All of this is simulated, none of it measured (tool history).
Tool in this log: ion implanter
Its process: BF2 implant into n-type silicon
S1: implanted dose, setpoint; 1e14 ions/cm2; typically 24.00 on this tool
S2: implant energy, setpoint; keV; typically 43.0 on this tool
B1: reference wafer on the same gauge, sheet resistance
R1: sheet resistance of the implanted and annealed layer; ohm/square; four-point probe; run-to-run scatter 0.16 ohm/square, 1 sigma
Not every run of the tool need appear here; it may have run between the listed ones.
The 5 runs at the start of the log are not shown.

run 6 hour=309.6 | S1=24.00 S2=43.0 | B1=120.99 | R1=109.09
-- hour=398.3 gauge calibrated
run 7 hour=414.6 | S1=24.00 S2=43.0 | B1=121.01 | R1=109.11
run 8 hour=498.9 | S1=29.29 S2=38.5 | B1=120.99 | R1=114.26
run 9 hour=536.9 | S1=24.00 S2=49.0 | B1=121.02 | R1=101.34
run 10 hour=579.8 | S1=24.00 S2=49.0 | B1=120.99 | R1=101.71
run 11 hour=679.6 | S1=24.00 S2=43.0 | B1=121.01 | R1=109.32
run 12 hour=742.7 | S1=24.00 S2=43.0 | B1=121.01 | R1=108.78
run 13 hour=807.3 | S1=24.00 S2=43.0 | B1=121.01 | R1=109.22
run 14 hour=851.2 | S1=24.00 S2=43.0 | B1=120.98 | R1=108.76
run 15 hour=954.8 | S1=16.99 S2=31.0 | B1=121.03 | R1=133.04
run 16 hour=995.6 | S1=28.26 S2=43.0 | B1=120.99 | R1=108.07
run 17 hour=1077.3 | S1=24.00 S2=43.0 | B1=120.93 | R1=108.99
run 18 hour=1114.7 | S1=18.32 S2=50.5 | B1=121.01 | R1=104.29
run 19 hour=1325.3 | S1=26.08 S2=43.0 | B1=121.00 | R1=108.35
run 20 hour=1617.5 | S1=19.66 S2=29.0 | B1=120.98 | R1=135.00
-- hour=1692.0 extraction supply calibrated
run 21 hour=1696.5 | S1=24.00 S2=43.0 | B1=121.00 | R1=106.96
run 22 hour=1782.5 | S1=31.19 S2=48.5 | B1=121.01 | R1=97.94
-- hour=1833.6 Faraday cup replaced and dose calibrated
run 23 hour=1871.9 | S1=24.00 S2=28.5 | B1=121.08 | R1=132.22
run 24 hour=1932.4 | S1=24.00 S2=35.0 | B1=121.08 | R1=119.89
run 25 hour=2031.8 | S1=20.02 S2=56.0 | B1=120.92 | R1=96.37
run 26 hour=2069.6 | S1=24.00 S2=43.0 | B1=120.99 | R1=107.53
run 27 hour=2164.6 | S1=24.00 S2=50.0 | B1=120.99 | R1=99.33
run 28 hour=2231.5 | S1=17.20 S2=43.0 | B1=120.95 | R1=112.43

Run 29, settings as shown, results not yet in. Your forecast:
run 29 hour=2268.7 | S1=24.00 S2=29.5 | B1=? | R1=?

Run 29 produced B1 121.02, R1 130.52 ohm/square.
Had the tool carried no hidden state, the very same run would have given R1 129.90 ohm/square.
